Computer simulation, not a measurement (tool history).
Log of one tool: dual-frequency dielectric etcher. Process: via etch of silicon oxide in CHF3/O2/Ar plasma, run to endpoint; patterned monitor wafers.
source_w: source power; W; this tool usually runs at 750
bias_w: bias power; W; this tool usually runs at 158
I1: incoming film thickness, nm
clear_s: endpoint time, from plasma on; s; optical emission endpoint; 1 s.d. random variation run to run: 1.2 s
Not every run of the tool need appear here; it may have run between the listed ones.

{"run": 1, "hour": 0.0, "source_w": 750, "bias_w": 172, "I1": 505.8, "clear_s": 257.8}
{"run": 2, "hour": 19.7, "source_w": 750, "bias_w": 172, "I1": 507, "clear_s": 258.4}
{"run": 3, "hour": 40.3, "source_w": 660, "bias_w": 149, "I1": 503.7, "clear_s": 286.7}
{"run": 4, "hour": 92.1, "source_w": 840, "bias_w": 158, "I1": 507.8, "clear_s": 246}
{"hour": 172.9, "done": "wet clean of the chamber"}
{"run": 5, "hour": 173.4, "source_w": 840, "bias_w": 158, "I1": 507.8, "clear_s": 242.3}
{"run": 6, "hour": 200.2, "source_w": 840, "bias_w": 158, "I1": 500.8, "clear_s": 237.9}
{"run": 7, "hour": 227.1, "source_w": 820, "bias_w": 158, "I1": 507.9, "clear_s": 245}
{"run": 8, "hour": 285.8, "source_w": 750, "bias_w": 158, "I1": 510.1, "clear_s": 258.3}
{"run": 9, "hour": 298.2, "source_w": 750, "bias_w": 158, "I1": 505.1, "clear_s": 259.7}
{"run": 10, "hour": 328.7, "source_w": 660, "bias_w": 158, "I1": 502.5, "clear_s": 280.4}
{"run": 11, "hour": 355.4, "source_w": 660, "bias_w": 158, "I1": 505.7, "clear_s": 281.7}
{"run": 12, "hour": 386.5, "source_w": 660, "bias_w": 158, "I1": 502.6, "clear_s": 279.4}
{"hour": 396.3, "done": "source power generator calibrated"}
{"run": 13, "hour": 431.7, "source_w": 710, "bias_w": 158, "I1": 504.3, "clear_s": 270.3}
{"hour": 471.3, "done": "upper electrode replaced"}
{"run": 14, "hour": 471.8, "source_w": 580, "bias_w": 184, "I1": 508.2, "clear_s": 302.3}
{"run": 15, "hour": 519.0, "source_w": 600, "bias_w": 180, "I1": 503.7, "clear_s": 296.7}
{"run": 16, "hour": 551.6, "source_w": 610, "bias_w": 195, "I1": 505.7, "clear_s": 293}
{"run": 17, "hour": 565.4, "source_w": 700, "bias_w": 189, "I1": 505.3, "clear_s": 266}
{"hour": 618.7, "done": "wet clean of the chamber"}
{"run": 18, "hour": 619.2, "source_w": 750, "bias_w": 193, "I1": 508.6, "clear_s": 251.3}
{"run": 19, "hour": 619.7, "source_w": 680, "bias_w": 130, "I1": 503.2, "clear_s": 282.1}
{"hour": 625.7, "done": "bias power generator calibrated"}
{"run": 20, "hour": 628.4, "source_w": 660, "bias_w": 174, "I1": 502.5, "clear_s": 273.1}
{"run": 21, "hour": 656.9, "source_w": 750, "bias_w": 186, "I1": 504.6, "clear_s": 250.1}
{"run": 22, "hour": 671.6, "source_w": 600, "bias_w": 158, "I1": 503, "clear_s": 298.4}
{"run": 23, "hour": 700.7, "source_w": 700, "bias_w": 120, "I1": 507.9, "clear_s": 285}
{"run": 24, "hour": 734.2, "source_w": 750, "bias_w": 158, "I1": 507.7, "clear_s": 259.4}
{"run": 25, "hour": 749.4, "source_w": 580, "bias_w": 158, "I1": 504.9, "clear_s": 308.5}
{"run": 26, "hour": 783.4, "source_w": 800, "bias_w": 180, "I1": 505.5, "clear_s": 244.7}
{"run": 27, "hour": 811.3, "source_w": 840, "bias_w": 184, "I1": 504.4, "clear_s": 236.1}
{"run": 28, "hour": 826.2, "source_w": 910, "bias_w": 158, "I1": 500, "clear_s": 228.3}
{"run": 29, "hour": 840.0, "source_w": 660, "bias_w": 130, "I1": 507.9, "clear_s": 294.5}
{"run": 30, "hour": 871.4, "source_w": 750, "bias_w": 188, "I1": 509.4, "clear_s": 255.1}
{"run": 31, "hour": 928.3, "source_w": 750, "bias_w": 158, "I1": 503.3, "clear_s": 262.1}
{"run": 32, "hour": 947.3, "source_w": 670, "bias_w": 195, "I1": 503.3, "clear_s": 269.9}
{"run": 33, "hour": 966.0, "source_w": 750, "bias_w": 158, "I1": 505.2, "clear_s": 260.1}
{"run": 34, "hour": 983.4, "source_w": 610, "bias_w": 183, "I1": 507, "clear_s": 294.3}

What if the next run were any one of these 5? Each begins from the tool's condition after run 34:
{"run": "A", "hour": 983.9, "source_w": 800, "bias_w": 158, "I1": 507.2, "clear_s": "?"}
{"run": "B", "hour": 983.9, "source_w": 900, "bias_w": 135, "I1": 507.2, "clear_s": "?"}
{"run": "C", "hour": 983.9, "source_w": 750, "bias_w": 170, "I1": 507.2, "clear_s": "?"}
{"run": "D", "hour": 983.9, "source_w": 750, "bias_w": 140, "I1": 507.2, "clear_s": "?"}
{"run": "E", "hour": 983.9, "source_w": 820, "bias_w": 173, "I1": 507.2, "clear_s": "?"}

run=A clear_s=253.4
run=B clear_s=242.9
run=C clear_s=260.1
run=D clear_s=269.1
run=E clear_s=245.7
Without the tool's unlogged condition, the same runs would have read:
run=A clear_s=246.7
run=B clear_s=236.4
run=C clear_s=253.2
run=D clear_s=261.9
run=E clear_s=239.1

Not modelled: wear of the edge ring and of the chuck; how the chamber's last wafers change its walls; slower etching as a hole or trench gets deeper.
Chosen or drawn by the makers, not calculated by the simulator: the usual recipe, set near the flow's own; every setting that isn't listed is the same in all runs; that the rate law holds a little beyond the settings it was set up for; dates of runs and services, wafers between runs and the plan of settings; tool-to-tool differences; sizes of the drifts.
